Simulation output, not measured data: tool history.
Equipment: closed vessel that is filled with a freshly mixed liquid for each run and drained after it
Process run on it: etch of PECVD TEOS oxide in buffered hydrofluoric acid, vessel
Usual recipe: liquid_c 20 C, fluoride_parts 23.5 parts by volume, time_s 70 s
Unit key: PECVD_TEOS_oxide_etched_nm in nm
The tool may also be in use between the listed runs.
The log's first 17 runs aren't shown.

run,hour,liquid_c,fluoride_parts,time_s,"read-back film thickness of the PECVD TEOS oxide reference wafer, read on the same gauge (nm)",PECVD_TEOS_oxide_etched_nm
# hour 881: thermometer replaced
18,899,17.5,20,70,116.89,42.21
19,970,18,30,105,116.64,49.14
20,1037.2,17.5,20,70,116.43,42.41
21,1083.1,20,23.5,70,116.32,43.34
22,1125.2,20,23.5,70,116.18,42.75
# hour 1170.9: gauge calibrated
23,1180.1,24.5,23.5,70,119.74,56.55
24,1219.1,21.5,23.5,105,119.75,72.46
25,1278.4,20,15,70,119.8,66.33
26,1316.4,24.5,26,70,119.76,52.73
27,1356.6,22,15,40,119.74,41.97
28,1407.8,21.5,16,50,119.76,48.22
29,1590.7,17,19.5,35,119.64,21.28
30,1651.1,22.5,30,85,119.62,52.18
31,1717.7,22.5,23.5,30,119.58,22
32,1759.9,20,28.5,70,119.49,39.03

5 options for the next run, each taken on its own from the tool as it stands now. Forecast them:
A,1760.6,20,18.5,70,?,?
B,1760.6,21.5,26.5,110,?,?
C,1760.6,17,29,55,?,?
D,1760.6,21.5,30,60,?,?
E,1760.6,23.5,19.5,110,?,?

run,"read-back film thickness of the PECVD TEOS oxide reference wafer, read on the same gauge (nm)",PECVD_TEOS_oxide_etched_nm
A,119.54,53.39
B,119.54,69.57
C,119.54,25.33
D,119.54,34.83
E,119.54,96.74
Stripped of hidden state, with their random variation kept, the same runs would have yielded:
run,PECVD_TEOS_oxide_etched_nm
A,53.62
B,69.86
C,25.44
D,34.98
E,97.14
